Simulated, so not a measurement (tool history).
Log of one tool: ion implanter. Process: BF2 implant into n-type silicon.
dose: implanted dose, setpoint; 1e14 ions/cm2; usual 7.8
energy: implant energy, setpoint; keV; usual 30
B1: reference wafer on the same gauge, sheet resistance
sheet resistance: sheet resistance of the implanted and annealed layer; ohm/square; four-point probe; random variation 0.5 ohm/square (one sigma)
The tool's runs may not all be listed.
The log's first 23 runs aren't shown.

{"run": 24, "hour": 591.0, "dose": 9.48, "energy": 30, "B1": 197.02, "sheet resistance": 160.25}
{"run": 25, "hour": 621.8, "dose": 8.58, "energy": 33, "B1": 196.99, "sheet resistance": 162.88}
{"run": 26, "hour": 636.0, "dose": 9.98, "energy": 36.5, "B1": 197.06, "sheet resistance": 144.87}
{"run": 27, "hour": 657.9, "dose": 9.01, "energy": 39.5, "B1": 196.94, "sheet resistance": 150.84}
{"run": 28, "hour": 676.2, "dose": 10.1, "energy": 19.5, "B1": 197.09, "sheet resistance": 183.34}
{"run": 29, "hour": 704.1, "dose": 7.8, "energy": 37, "B1": 196.95, "sheet resistance": 167.27}
{"run": 30, "hour": 724.1, "dose": 7.8, "energy": 38, "B1": 196.97, "sheet resistance": 165.6}
{"run": 31, "hour": 747.9, "dose": 7.8, "energy": 30, "B1": 196.89, "sheet resistance": 176.75}
{"run": 32, "hour": 760.2, "dose": 7.8, "energy": 39, "B1": 196.87, "sheet resistance": 164.77}
{"run": 33, "hour": 789.6, "dose": 5.91, "energy": 30, "B1": 197, "sheet resistance": 212.16}
{"run": 34, "hour": 806.6, "dose": 6.68, "energy": 33, "B1": 197.03, "sheet resistance": 188.87}
{"run": 35, "hour": 839.2, "dose": 7.8, "energy": 30, "B1": 196.97, "sheet resistance": 177.18}
{"run": 36, "hour": 853.9, "dose": 7.07, "energy": 25, "B1": 196.92, "sheet resistance": 196.11}
{"run": 37, "hour": 868.3, "dose": 7.8, "energy": 30, "B1": 197.01, "sheet resistance": 176.69}

Forecast each of these 4 alternatives for the next run:
{"run": "A", "hour": 868.7, "dose": 7.8, "energy": 30, "B1": "?", "sheet resistance": "?"}
{"run": "B", "hour": 868.7, "dose": 8.85, "energy": 25, "B1": "?", "sheet resistance": "?"}
{"run": "C", "hour": 868.7, "dose": 8.51, "energy": 38, "B1": "?", "sheet resistance": "?"}
{"run": "D", "hour": 868.7, "dose": 7.8, "energy": 22, "B1": "?", "sheet resistance": "?"}

run=A B1=197.05 sheet_resistance=175.95
run=B B1=197.05 sheet_resistance=174.87
run=C B1=197.05 sheet_resistance=156.11
run=D B1=197.05 sheet_resistance=193.94
Without the tool's hidden state the same runs would have given:
run=A sheet_resistance=179.61
run=B sheet_resistance=177.73
run=C sheet_resistance=159.55
run=D sheet_resistance=197.36
